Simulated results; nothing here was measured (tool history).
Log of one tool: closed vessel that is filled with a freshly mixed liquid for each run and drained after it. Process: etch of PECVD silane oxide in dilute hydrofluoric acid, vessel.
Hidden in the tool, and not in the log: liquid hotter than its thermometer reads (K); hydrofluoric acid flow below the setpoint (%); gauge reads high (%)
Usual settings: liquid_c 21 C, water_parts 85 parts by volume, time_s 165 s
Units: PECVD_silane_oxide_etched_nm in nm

run	hour	liquid_c	water_parts	time_s	wafers since the last listed run	hours since the thermometer was replaced	hours since the hydrofluoric acid flow meter was replaced	hours since the gauge calibration	read-back film thickness of the PECVD silane oxide reference wafer, read on the same gauge (nm)	PECVD_silane_oxide_etched_nm
1	0	24	85	165	0	2539.2	1994.4	231.9	130	34.1
2	16.8	21	85	165	1430	2556	2011.2	248.7	130.02	29.89
3	25.7	21	85	165	758	2564.9	2020.1	257.6	130.01	30.12
4	35.6	21	85	195	843	2574.8	2030	267.5	129.97	35.74
5	46.7	21	85	165	945	2585.9	2041.1	278.6	130	30.27
6	58.8	21	85	165	1030	2598	2053.2	290.7	130.01	30.2
7	71.7	21	85	165	1098	2610.9	2066.1	303.6	130.01	29.96
8	84.3	21	85	165	1073	2623.5	2078.7	316.2	130.01	30.29
9	91.8	21	85	165	638	2631	2086.2	323.7	130	30.36
10	98.9	21	85	165	604	2638.1	2093.3	330.8	130.02	30.08
11	115.4	21	85	165	1405	2654.6	2109.8	347.3	130.01	30.04
12	122.5	17.5	85	165	604	2661.7	2116.9	354.4	130.01	26.24
13	134.3	21	85	165	1004	2673.5	2128.7	366.2	130.01	30.26
14	141.1	18.5	85	140	579	2680.3	2135.5	373	129.99	23.47
15	147.1	21	85	75	511	2686.3	2141.5	379	129.99	13.74
16	157.5	25	100	245	885	2696.7	2151.9	389.4	129.97	44.08
17	164.7	21	85	90	613	2703.9	2159.1	396.6	129.99	16.58
# hour 165.4: gauge calibrated
18	172.5	21	85	165	664	2711.7	2166.9	7.1	129.97	30.33
19	189.4	25.5	65	165	1439	2728.6	2183.8	24	130	48.48
20	197.4	18	120	250	681	2736.6	2191.8	32	130	27.59
21	214.9	21	85	75	1490	2754.1	2209.3	49.5	129.99	13.69
22	222.6	26	85	165	655	2761.8	2217	57.2	130	36.79
23	228.7	23.5	85	165	519	2767.9	2223.1	63.3	129.97	33.43
# hour 231.2: thermometer replaced
24	241.5	25	105	105	1004	10.3	2235.9	76.1	129.99	15.91
25	250.8	22.5	85	165	792	19.6	2245.2	85.4	130.02	29.05
# hour 263: hydrofluoric acid flow meter replaced
26	263.8	23.5	110	115	1022	32.6	0.8	98.4	129.99	15.88
27	281.5	17	85	165	1507	50.3	18.5	116.1	129.99	23.18
28	298.2	21	85	165	1422	67	35.2	132.8	130.02	27.52
29	309.2	23	75	120	936	78	46.2	143.8	129.99	24.71
30	318.3	21	100	230	775	87.1	55.3	152.9	129.98	31.63
31	333.1	21	85	165	1260	101.9	70.1	167.7	130.02	27.18
32	355.9	24	100	245	1941	124.7	92.9	190.5	130	38.35
33	372.5	24	105	165	1413	141.3	109.5	207.1	129.99	24.3

How the hidden state differs across the entries between the runs, from the last listed run before each to the first after it:
Between runs 17 and 18: gauge calibrated (hour 165.4)
  no hidden state differs between the two runs
  measured less the result without the state, PECVD_silane_oxide_etched_nm: +1.79 -> +3.28 nm
Between runs 23 and 24: thermometer replaced (hour 231.2)
  liquid hotter than its thermometer reads (K): 2.87 -> 0.222
  measured less the result without the state, PECVD_silane_oxide_etched_nm: +3.6 -> +0.14 nm
Between runs 25 and 26: hydrofluoric acid flow meter replaced (hour 263)
  liquid hotter than its thermometer reads (K): 0.231 -> 0.242
  measured less the result without the state, PECVD_silane_oxide_etched_nm: +0.27 -> +0.15 nm
